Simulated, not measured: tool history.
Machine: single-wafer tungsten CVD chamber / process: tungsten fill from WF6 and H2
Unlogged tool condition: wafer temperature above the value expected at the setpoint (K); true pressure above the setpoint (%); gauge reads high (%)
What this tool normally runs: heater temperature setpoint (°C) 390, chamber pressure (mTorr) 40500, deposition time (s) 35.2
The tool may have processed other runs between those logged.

run	day	heater temperature setpoint (°C)	chamber pressure (mTorr)	deposition time (s)	wafers since the last listed run	hours since the last thermocouple change	hours since the last manometer calibration	hours since the showerhead was replaced	hours since the gauge calibration	read-back reference wafer on the same gauge, thickness_nm	mean film thickness on the monitor wafer (nm)
1	0.000	390	40500	37.3	0	1267.3	3037.9	3941.3	418.8	108.680	102.075
2	0.554	390	40500	35.2	270	1280.6	3051.2	3954.6	432.1	108.678	96.625
3	1.062	390	40500	35.2	248	1292.8	3063.4	3966.8	444.3	108.718	96.076
4	2.808	390	40500	35.2	852	1334.7	3105.3	4008.7	486.2	108.732	95.926
5	3.171	390	40500	35.2	177	1343.4	3114.0	4017.4	494.9	108.707	96.223
6	3.738	390	40500	35.2	276	1357.0	3127.6	4031.0	508.5	108.692	96.284
7	4.479	390	40500	35.2	362	1374.8	3145.4	4048.8	526.3	108.736	96.135
# day 5.200: showerhead replaced
# day 5.242: capacitance manometer re-zeroed and calibrated
8	5.262	390	40500	35.2	200	1393.6	0.5	1.5	545.1	108.666	92.940
9	5.504	390	40500	35.2	118	1399.4	6.3	7.3	550.9	108.659	93.213
10	5.867	390	38400	35.2	177	1408.1	15.0	16.0	559.6	108.695	91.091
# day 6.200: gauge calibrated
11	6.267	390	38400	35.2	195	1417.7	24.6	25.6	1.6	108.682	90.965
12	6.846	390	38400	35.2	282	1431.6	38.5	39.5	15.5	108.701	91.003
13	7.467	390	48200	35.2	303	1446.5	53.4	54.4	30.4	108.676	99.680
14	7.775	390	48200	35.2	150	1453.9	60.8	61.8	37.8	108.707	99.938
15	8.333	390	40500	42.2	272	1467.3	74.2	75.2	51.2	108.696	111.283
16	8.629	390	40500	35.2	144	1474.4	81.3	82.3	58.3	108.691	93.193
17	9.021	380	40500	35.2	191	1483.8	90.7	91.7	67.7	108.686	73.918
18	9.483	394	49200	31.5	225	1494.9	101.8	102.8	78.8	108.721	98.511
19	10.217	402	50500	40.0	358	1512.5	119.4	120.4	96.4	108.710	149.829
20	10.892	390	34100	39.8	329	1528.7	135.6	136.6	112.6	108.741	97.854
21	11.396	390	50600	35.2	246	1540.8	147.7	148.7	124.7	108.744	101.854
22	11.712	390	40500	41.5	154	1548.4	155.3	156.3	132.3	108.748	109.399
# day 12.808: thermocouple changed; heater temperature recalibrated
23	13.454	398	32600	38.0	687	15.5	197.1	198.1	174.1	108.709	114.109
24	13.846	384	35700	30.1	191	24.9	206.5	207.5	183.5	108.767	68.956
25	14.508	390	48700	35.2	323	40.8	222.4	223.4	199.4	108.688	105.442
26	14.867	390	40500	35.2	175	49.4	231.0	232.0	208.0	108.672	97.415
27	15.288	375	45900	37.6	205	59.5	241.1	242.1	218.1	108.715	77.870
28	15.925	390	44500	28.3	311	74.8	256.4	257.4	233.4	108.670	81.380
29	16.242	390	40500	35.2	154	82.4	264.0	265.0	241.0	108.730	97.566
30	16.700	390	40500	35.2	223	93.4	275.0	276.0	252.0	108.690	97.313
31	17.317	390	50300	40.6	301	108.2	289.8	290.8	266.8	108.728	123.056
32	17.912	390	40500	35.2	291	122.5	304.1	305.1	281.1	108.674	97.265
33	18.179	390	40500	35.2	130	128.9	310.5	311.5	287.5	108.662	97.283
34	18.550	390	40500	41.2	181	137.8	319.4	320.4	296.4	108.704	114.023

Describe how what the log doesn't record of the tool's condition differs between the last listed run preceding each entry between runs and the first listed run following it.
Between runs 7 and 8: showerhead replaced (day 5.200); capacitance manometer re-zeroed and calibrated (day 5.242)
  wafer temperature above the value expected at the setpoint (K): -1.82 -> -1.84; true pressure above the setpoint (%): 8.03 -> 0.169
  measured minus no-state result, mean film thickness on the monitor wafer (nm): -0.807 -> -3.839
Between runs 10 and 11: gauge calibrated (day 6.200)
  wafer temperature above the value expected at the setpoint (K): -1.86 -> -1.87; true pressure above the setpoint (%): 0.208 -> 0.234
  measured minus no-state result, mean film thickness on the monitor wafer (nm): -3.784 -> -3.794
Between runs 22 and 23: thermocouple changed; heater temperature recalibrated (day 12.808)
  wafer temperature above the value expected at the setpoint (K): -2.03 -> 0.141; true pressure above the setpoint (%): 0.588 -> 0.701
  measured minus no-state result, mean film thickness on the monitor wafer (nm): -4.807 -> +0.678
